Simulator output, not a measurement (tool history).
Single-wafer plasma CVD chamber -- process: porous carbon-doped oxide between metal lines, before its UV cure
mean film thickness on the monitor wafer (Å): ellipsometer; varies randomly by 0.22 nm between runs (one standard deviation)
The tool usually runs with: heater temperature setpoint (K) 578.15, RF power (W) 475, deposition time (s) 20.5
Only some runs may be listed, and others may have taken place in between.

| run | hour | heater temperature setpoint (K) | RF power (W) | deposition time (s) | wafers since the last listed run | hours since the last thermocouple change | hours since the last RF generator calibration | hours since the showerhead was replaced | hours since the gauge calibration | read-back reference wafer on the same gauge, thickness_nm | mean film thickness on the monitor wafer (Å) |
|---|---|---|---|---|---|---|---|---|---|---|---|
| 1 | 0.0 | 578.15 | 475 | 20.5 | 0 | 914.8 | 1325.6 | 5054.3 | 55.2 | 90.986 | 993.66 |
| 2 | 15.5 | 578.15 | 475 | 20.5 | 289 | 930.3 | 1341.1 | 5069.8 | 70.7 | 90.981 | 995.71 |
| 3 | 30.6 | 578.15 | 475 | 20.5 | 282 | 945.4 | 1356.2 | 5084.9 | 85.8 | 90.998 | 992.61 |
| 4 | 58.9 | 578.15 | 475 | 19.5 | 529 | 973.7 | 1384.5 | 5113.2 | 114.1 | 91.052 | 948.41 |
| 5 | 75.8 | 578.15 | 520 | 17.8 | 316 | 990.6 | 1401.4 | 5130.1 | 131.0 | 91.021 | 902.08 |
| 6 | 89.7 | 578.15 | 520 | 17.8 | 260 | 1004.5 | 1415.3 | 5144.0 | 144.9 | 90.995 | 896.41 |
|  | 105.1 | thermocouple changed; heater temperature recalibrated |
| 7 | 105.6 | 578.15 | 475 | 20.5 | 147 | 0.5 | 1431.2 | 5159.9 | 160.8 | 91.010 | 991.51 |
| 8 | 106.0 | 578.15 | 475 | 20.5 | 7 | 0.9 | 1431.6 | 5160.3 | 161.2 | 90.993 | 992.44 |
| 9 | 112.8 | 578.15 | 475 | 20.5 | 127 | 7.7 | 1438.4 | 5167.1 | 168.0 | 91.012 | 989.92 |
|  | 127.7 | RF generator calibrated |
|  | 148.1 | showerhead replaced |
| 10 | 148.6 | 578.15 | 475 | 20.5 | 370 | 43.5 | 20.9 | 0.5 | 203.8 | 90.984 | 971.25 |
| 11 | 155.1 | 593.15 | 475 | 18.5 | 121 | 50.0 | 27.4 | 7.0 | 210.3 | 91.030 | 805.27 |
|  | 171.5 | RF generator calibrated, repeated, since the last time left the tool worse |
| 12 | 172.0 | 568.15 | 475 | 23.9 | 166 | 66.9 | 0.5 | 23.9 | 227.2 | 90.939 | 1262.92 |
| 13 | 174.0 | 578.15 | 430 | 17.6 | 37 | 68.9 | 2.5 | 25.9 | 229.2 | 91.000 | 841.12 |
| 14 | 181.2 | 578.15 | 440 | 20.5 | 134 | 76.1 | 9.7 | 33.1 | 236.4 | 90.998 | 987.02 |
|  | 198.8 | gauge calibrated |
| 15 | 227.8 | 572.15 | 410 | 18.0 | 871 | 122.7 | 56.3 | 79.7 | 29.0 | 91.020 | 876.05 |
| 16 | 239.7 | 563.15 | 475 | 24.4 | 222 | 134.6 | 68.2 | 91.6 | 40.9 | 90.996 | 1331.07 |
| 17 | 254.6 | 588.15 | 475 | 17.4 | 278 | 149.5 | 83.1 | 106.5 | 55.8 | 90.964 | 819.13 |
| 18 | 272.3 | 578.15 | 475 | 20.5 | 331 | 167.2 | 100.8 | 124.2 | 73.5 | 91.011 | 1015.43 |
| 19 | 326.0 | 583.15 | 545 | 18.6 | 1004 | 220.9 | 154.5 | 177.9 | 127.2 | 91.036 | 954.19 |

Forecast each of these 5 alternatives for the next run:
| A | 326.4 | 567.15 | 475 | 20.5 | 7 | 221.3 | 154.9 | 178.3 | 127.6 | ? | ? |
| B | 326.4 | 572.15 | 475 | 23.5 | 7 | 221.3 | 154.9 | 178.3 | 127.6 | ? | ? |
| C | 326.4 | 578.15 | 475 | 19.3 | 7 | 221.3 | 154.9 | 178.3 | 127.6 | ? | ? |
| D | 326.4 | 573.15 | 475 | 20.5 | 7 | 221.3 | 154.9 | 178.3 | 127.6 | ? | ? |
| E | 326.4 | 564.15 | 400 | 20.5 | 7 | 221.3 | 154.9 | 178.3 | 127.6 | ? | ? |

| run | read-back reference wafer on the same gauge, thickness_nm | mean film thickness on the monitor wafer (Å) |
|---|---|---|
| A | 91.028 | 1092.96 |
| B | 91.028 | 1206.16 |
| C | 91.028 | 959.65 |
| D | 91.028 | 1050.15 |
| E | 91.028 | 1032.66 |
The same runs, with their run-to-run variation unchanged, on a tool lacking any hidden condition would have given:
| run | mean film thickness on the monitor wafer (Å) |
|---|---|
| A | 1094.49 |
| B | 1207.85 |
| C | 960.99 |
| D | 1051.63 |
| E | 1034.32 |
